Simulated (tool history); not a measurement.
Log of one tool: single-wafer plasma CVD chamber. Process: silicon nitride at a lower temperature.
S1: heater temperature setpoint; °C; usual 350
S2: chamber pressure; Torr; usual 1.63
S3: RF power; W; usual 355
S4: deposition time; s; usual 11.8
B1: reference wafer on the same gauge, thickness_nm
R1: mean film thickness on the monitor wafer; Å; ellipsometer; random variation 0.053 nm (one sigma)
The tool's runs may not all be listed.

run    hour   S1    S2   S3    S4      B1      R1
  1       0  350  1.63  355  11.8      17  154.57
  2   163.6  350  1.63  375  11.8  17.003  158.18
  3   220.7  350  1.63  375  11.8  17.002  159.06
  4   261.7  350  1.63  375  11.8  16.999  158.52
  5   432.7  350  1.63  355  12.3  17.005  159.67
      460.3  -- showerhead replaced
  6   493.1  350  1.63  355  12.3  16.999  159.72
      508.6  -- RF generator calibrated
  7   518.5  350  1.63  355  12.3  17.007  164.64
  8   569.6  350  1.63  355  11.8   17.01  157.17
  9   635.4  338  1.63  355  11.8  16.985  156.83
      644.3  -- thermocouple changed; heater temperature recalibrated
 10   675.7  338  1.63  355  11.8  16.993  155.78
 11   702.5  350  1.63  355  11.8   17.01  155.85
 12   754.3  350  1.76  355  11.8  16.991  158.98
 13   797.4  338  1.63  400  11.8   17.01  166.45
 14   825.1  356  1.28  355   9.6  16.993  120.29
      870.6  -- capacitance manometer re-zeroed and calibrated
 15     871  350  1.63  355  11.8  16.998  154.48
      871.4  -- gauge calibrated
 16   908.4  350  1.63  355  11.8  17.009  154.83
 17     957  350  1.94  355  11.8  16.993  160.11
 18   986.4  341  1.83  380  11.8  16.996  165.67
 19  1016.2  335  1.63  355  10.6   16.99  139.78
 20  1086.5  350  1.63  355  11.8  17.008  155.06
 21  1118.5  341  1.83  380  11.8  16.988  163.96
 22  1168.6  340  1.63  325  11.8  17.007  147.56
 23    1220  340  1.93  335    13  17.016  170.82
 24  1271.5  350  1.63  285  11.8  16.996  136.42
 25  1335.2  361  1.33  310  12.9  17.005   150.1
 26    1388  358  1.63  355    14  17.002  181.92
 27  1418.9  356  1.63  355  11.8  16.991  153.57
 28  1444.3  344  1.78  355  11.8  16.998  157.06

Hidden state or all else? Some run-to-run changes of R1, split into what the settings, what came in and random variation would give without the hidden state, and what is left for the hidden state (with any gauge scatter that isn't in both results):
The hidden state here: wafer temperature above the value expected at the setpoint (K); delivered RF power above the setpoint (%); true pressure above the setpoint (%); gauge reads high (%).
Run 6 -> 7: RF generator calibrated. R1 +4.92 Å: hidden state +4.31, all else +0.61.
Run 13 -> 14: S1 338 -> 356, S2 1.63 -> 1.28, S3 400 -> 355, S4 11.8 -> 9.6. R1 -46.16 Å: hidden state +0.58, all else -46.74.
Run 14 -> 15: S1 356 -> 350, S2 1.28 -> 1.63, S4 9.6 -> 11.8, capacitance manometer re-zeroed and calibrated. R1 +34.19 Å: hidden state -0.8, all else +34.99.
Run 23 -> 24: S1 340 -> 350, S2 1.93 -> 1.63, S3 335 -> 285, S4 13 -> 11.8. R1 -34.4 Å: hidden state +0.6, all else -35.

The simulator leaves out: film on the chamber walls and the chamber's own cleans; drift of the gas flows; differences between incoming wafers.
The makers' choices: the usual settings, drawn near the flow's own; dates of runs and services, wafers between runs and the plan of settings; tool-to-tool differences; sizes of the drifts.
